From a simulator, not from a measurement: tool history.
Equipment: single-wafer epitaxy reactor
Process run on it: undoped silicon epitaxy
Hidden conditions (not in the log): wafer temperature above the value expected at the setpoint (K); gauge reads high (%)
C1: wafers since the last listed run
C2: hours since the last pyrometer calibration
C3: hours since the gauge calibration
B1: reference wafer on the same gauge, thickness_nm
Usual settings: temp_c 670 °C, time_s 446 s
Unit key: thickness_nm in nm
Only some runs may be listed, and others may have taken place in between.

Run 1, hour 0: usual settings; C1 0; C2 598.9; C3 322.9; B1 102.999. Result: thickness_nm 117.245 nm.
Run 2, hour 62.9: usual settings; C1 366; C2 661.8; C3 385.8; B1 102.908. Result: thickness_nm 117.32 nm.
Run 3, hour 87.7: usual settings; C1 144; C2 686.6; C3 410.6; B1 103.079. Result: thickness_nm 117.761 nm.
Run 4, hour 119.2: usual settings; C1 183; C2 718.1; C3 442.1; B1 103.008. Result: thickness_nm 117.928 nm.
Run 5, hour 173.1: usual settings; C1 313; C2 772; C3 496; B1 102.939. Result: thickness_nm 118.455 nm.
At hour 216.9: gauge calibrated.
Run 6, hour 352.3: usual settings; C1 1042; C2 951.2; C3 135.4; B1 102.84. Result: thickness_nm 117.351 nm.
Run 7, hour 411.2: usual settings; C1 342; C2 1010.1; C3 194.3; B1 103.033. Result: thickness_nm 117.951 nm.
Run 8, hour 447.4: usual settings; C1 210; C2 1046.3; C3 230.5; B1 103.026. Result: thickness_nm 117.62 nm.
Run 9, hour 482.6: usual settings; C1 204; C2 1081.5; C3 265.7; B1 102.88. Result: thickness_nm 118.225 nm.
Run 10, hour 553.4: usual settings; C1 411; C2 1152.3; C3 336.5; B1 103.106. Result: thickness_nm 118.188 nm.
Run 11, hour 594: usual settings but time_s 365 s; C1 236; C2 1192.9; C3 377.1; B1 103.128. Result: thickness_nm 96.167 nm.
Run 12, hour 644.1: usual settings; C1 291; C2 1243; C3 427.2; B1 103.063. Result: thickness_nm 118.256 nm.
At hour 713.6: pyrometer calibrated.
Run 13, hour 714.2: usual settings but time_s 365 s; C1 361; C2 0.6; C3 497.3; B1 102.988. Result: thickness_nm 95.735 nm.
Run 14, hour 785.3: usual settings; C1 413; C2 71.7; C3 568.4; B1 102.939. Result: thickness_nm 116.949 nm.
Run 15, hour 819.1: usual settings but temp_c 656 °C, time_s 418 s; C1 196; C2 105.5; C3 602.2; B1 102.953. Result: thickness_nm 83.443 nm.
At hour 842.1: gauge calibrated.
Run 16, hour 884.6: usual settings but temp_c 657 °C, time_s 385 s; C1 381; C2 171; C3 42.5; B1 102.817. Result: thickness_nm 78.376 nm.
Run 17, hour 934: usual settings but temp_c 679 °C, time_s 376 s; C1 287; C2 220.4; C3 91.9; B1 103.016. Result: thickness_nm 117.256 nm.
Run 18, hour 997.8: usual settings but temp_c 681 °C, time_s 388 s; C1 371; C2 284.2; C3 155.7; B1 103.039. Result: thickness_nm 126.393 nm.
Run 19, hour 1065.7: usual settings but temp_c 674 °C, time_s 419 s; C1 395; C2 352.1; C3 223.6; B1 102.864. Result: thickness_nm 119.088 nm.

What will run 20 give?
Run 20, hour 1112: usual settings but temp_c 677 °C, time_s 378 s; C1 269; C2 398.4; C3 269.9; B1 ?. Result: thickness_nm ?.

B1: 102.92
thickness_nm: 114.447 nm
The same run, on a tool lacking any hidden state, would have yielded thickness_nm 112.959 nm.

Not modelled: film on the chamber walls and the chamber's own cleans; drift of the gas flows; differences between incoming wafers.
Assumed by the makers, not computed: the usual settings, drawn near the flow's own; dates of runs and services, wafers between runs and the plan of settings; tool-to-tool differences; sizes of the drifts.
